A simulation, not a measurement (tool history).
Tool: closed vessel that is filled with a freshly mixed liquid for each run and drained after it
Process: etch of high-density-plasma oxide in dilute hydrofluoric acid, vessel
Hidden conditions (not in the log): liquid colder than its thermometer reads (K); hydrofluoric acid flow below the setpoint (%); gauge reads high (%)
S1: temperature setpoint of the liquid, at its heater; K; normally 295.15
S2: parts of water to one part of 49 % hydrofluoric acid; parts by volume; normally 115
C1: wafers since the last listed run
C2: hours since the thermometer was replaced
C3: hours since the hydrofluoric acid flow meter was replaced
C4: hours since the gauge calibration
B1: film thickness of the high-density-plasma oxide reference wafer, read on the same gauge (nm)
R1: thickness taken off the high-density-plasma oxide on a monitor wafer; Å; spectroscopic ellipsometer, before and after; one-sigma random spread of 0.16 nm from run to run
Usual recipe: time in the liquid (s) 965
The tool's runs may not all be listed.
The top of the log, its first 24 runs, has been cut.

{"run": 25, "hour": 576.5, "S1": 292.65, "S2": 95, "time in the liquid (s)": 965, "C1": 2108, "C2": 104.9, "C3": 147, "C4": 565.3, "B1": 142.35, "R1": 455.4}
{"run": 26, "hour": 612.1, "S1": 295.15, "S2": 115, "time in the liquid (s)": 745, "C1": 2398, "C2": 140.5, "C3": 182.6, "C4": 600.9, "B1": 142.49, "R1": 314.7}
{"hour": 676.5, "done": "gauge calibrated"}
{"run": 27, "hour": 705.4, "S1": 295.15, "S2": 135, "time in the liquid (s)": 965, "C1": 6286, "C2": 233.8, "C3": 275.9, "C4": 28.9, "B1": 139.97, "R1": 334.6}
{"run": 28, "hour": 739.0, "S1": 299.65, "S2": 115, "time in the liquid (s)": 965, "C1": 2263, "C2": 267.4, "C3": 309.5, "C4": 62.5, "B1": 140.09, "R1": 481.5}
{"run": 29, "hour": 772.9, "S1": 292.15, "S2": 60, "time in the liquid (s)": 965, "C1": 2284, "C2": 301.3, "C3": 343.4, "C4": 96.4, "B1": 140.18, "R1": 730.7}
{"run": 30, "hour": 825.2, "S1": 290.15, "S2": 115, "time in the liquid (s)": 585, "C1": 3523, "C2": 353.6, "C3": 395.7, "C4": 148.7, "B1": 140.42, "R1": 197.9}
{"run": 31, "hour": 838.6, "S1": 292.65, "S2": 80, "time in the liquid (s)": 575, "C1": 902, "C2": 367, "C3": 409.1, "C4": 162.1, "B1": 140.45, "R1": 324.4}
{"run": 32, "hour": 872.1, "S1": 295.15, "S2": 115, "time in the liquid (s)": 965, "C1": 2257, "C2": 400.5, "C3": 442.6, "C4": 195.6, "B1": 140.59, "R1": 401.4}

Below are 3 alternative next runs, each starting from the tool's condition after run 32. Predict each:
{"run": "A", "hour": 873.0, "S1": 295.15, "S2": 60, "time in the liquid (s)": 965, "C1": 60, "C2": 401.4, "C3": 443.5, "C4": 196.5, "B1": "?", "R1": "?"}
{"run": "B", "hour": 873.0, "S1": 292.15, "S2": 145, "time in the liquid (s)": 705, "C1": 60, "C2": 401.4, "C3": 443.5, "C4": 196.5, "B1": "?", "R1": "?"}
{"run": "C", "hour": 873.0, "S1": 293.65, "S2": 85, "time in the liquid (s)": 815, "C1": 60, "C2": 401.4, "C3": 443.5, "C4": 196.5, "B1": "?", "R1": "?"}

run=A B1=140.59 R1=824.1
run=B B1=140.59 R1=200.2
run=C B1=140.59 R1=448
Without the tool's hidden state the same runs would have given:
run=A R1=820.7
run=B R1=199.4
run=C R1=446.2
